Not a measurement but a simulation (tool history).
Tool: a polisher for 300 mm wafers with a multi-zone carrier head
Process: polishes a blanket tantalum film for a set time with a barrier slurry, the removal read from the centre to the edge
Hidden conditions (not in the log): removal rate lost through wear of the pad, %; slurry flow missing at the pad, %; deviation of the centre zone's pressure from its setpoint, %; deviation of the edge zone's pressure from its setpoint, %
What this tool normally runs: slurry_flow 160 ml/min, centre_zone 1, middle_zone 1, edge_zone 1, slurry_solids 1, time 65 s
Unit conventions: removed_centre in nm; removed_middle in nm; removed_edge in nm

run	hour	slurry_flow	centre_zone	middle_zone	edge_zone	slurry_solids	time	wafers since the last listed run	wafers polished on this pad	hours since the slurry nozzle was cleaned	hours since the centre zone pressure was calibrated	hours since the edge zone pressure was calibrated	hours since the carrier head's membrane was replaced	incoming thickness of the incoming film, nm	removed_centre	removed_middle	removed_edge
1	0	160	1	0.9	1	1	65	0	208	560.8	232	608.9	859.2	210.6	61.4	58.2	67.3
2	81.4	160	1	1	1	1	65	497	705	642.2	313.4	690.3	940.6	205.8	60.9	64.4	65.8
3	173.8	160	1	1	1	1	65	564	1270	734.6	405.8	782.7	1033	211.3	60.4	64.4	66
4	245.7	160	1	1	1	1	65	439	1709	806.5	477.7	854.6	1104.9	210.1	59	63.5	66.1
# hour 261.1: slurry nozzle cleaned
# hour 318.3: edge zone pressure recalibrated
5	340.4	140	1	0.93	1.09	1	52	560	2269	79.3	572.4	22.1	1199.6	209.4	49.6	51.1	57.2
6	386.5	160	1	1	1	1	52	281	2551	125.4	618.5	68.2	1245.7	208.2	50	54.5	53.9
7	427.2	160	0.92	1	1	1	65	248	2800	166.1	659.2	108.9	1286.4	211.9	57.9	67.5	68.3
8	496.2	180	1	0.94	1	1	65	421	3222	235.1	728.2	177.9	1355.4	210.7	64.2	65.4	69
# hour 538: carrier head's membrane replaced by a new one
9	568.7	160	1	1.04	1	1	59	412	3634	307.6	800.7	250.4	30.7	207.6	54.9	61.4	62
10	659.3	160	1	1	1	1	58	553	4188	398.2	891.3	341	121.3	210.8	53.5	58.5	59.4
# hour 694.4: worn pad replaced by a new one
11	763.5	115	1.11	1	1	0.75	53	612	422	502.4	995.5	445.2	225.5	211.8	42.7	43.5	46.5
12	816.6	140	1	1	1	1	58	324	747	555.5	1048.6	498.3	278.6	208.8	49.7	54.3	58.8
# hour 1009.1: centre zone pressure recalibrated
13	1027.7	195	1	1	0.9	1.2	74	1277	2024	766.6	18.6	709.4	489.7	209.4	77.3	78.8	77.6
# hour 1069.3: slurry nozzle cleaned
14	1122.5	160	1	1	1	1	65	573	2598	53.2	113.4	804.2	584.5	210.8	65.4	68.7	70.4
15	1182.7	160	1	1	0.88	1.15	65	367	2966	113.4	173.6	864.4	644.7	211.8	66.8	69	65.8
16	1289.8	115	1	1	1	1	83	654	3620	220.5	280.7	971.5	751.8	210.6	71.6	75.9	80.8
# hour 1329: worn pad replaced by a new one
# hour 1329.7: edge zone pressure recalibrated
17	1397.2	160	1	1.08	1	1	77	627	412	327.9	388.1	67.5	859.2	208.3	71.5	80	76.2
18	1481.9	190	1	0.96	1	1	65	517	930	412.6	472.8	152.2	943.9	210	60.9	65	68.2
19	1557.6	160	0.95	1	1	1	65	462	1392	488.3	548.5	227.9	1019.6	211.9	53.9	63.3	64.7
20	1635.9	160	0.92	1	1	1	65	478	1871	566.6	626.8	306.2	1097.9	208.2	52.6	62.5	67

What will run 21 give?
# hour 1695.8: slurry nozzle cleaned
21	1702.5	195	1	0.95	1	1	65	400	2272	6.7	693.4	372.8	1164.5	209.2	?	?	?

removed_centre: 68 nm
removed_middle: 70 nm
removed_edge: 72.9 nm
Without the tool's hidden state the same run would have given removed_centre 72.5 nm, removed_middle 70.2 nm, removed_edge 73.1 nm.
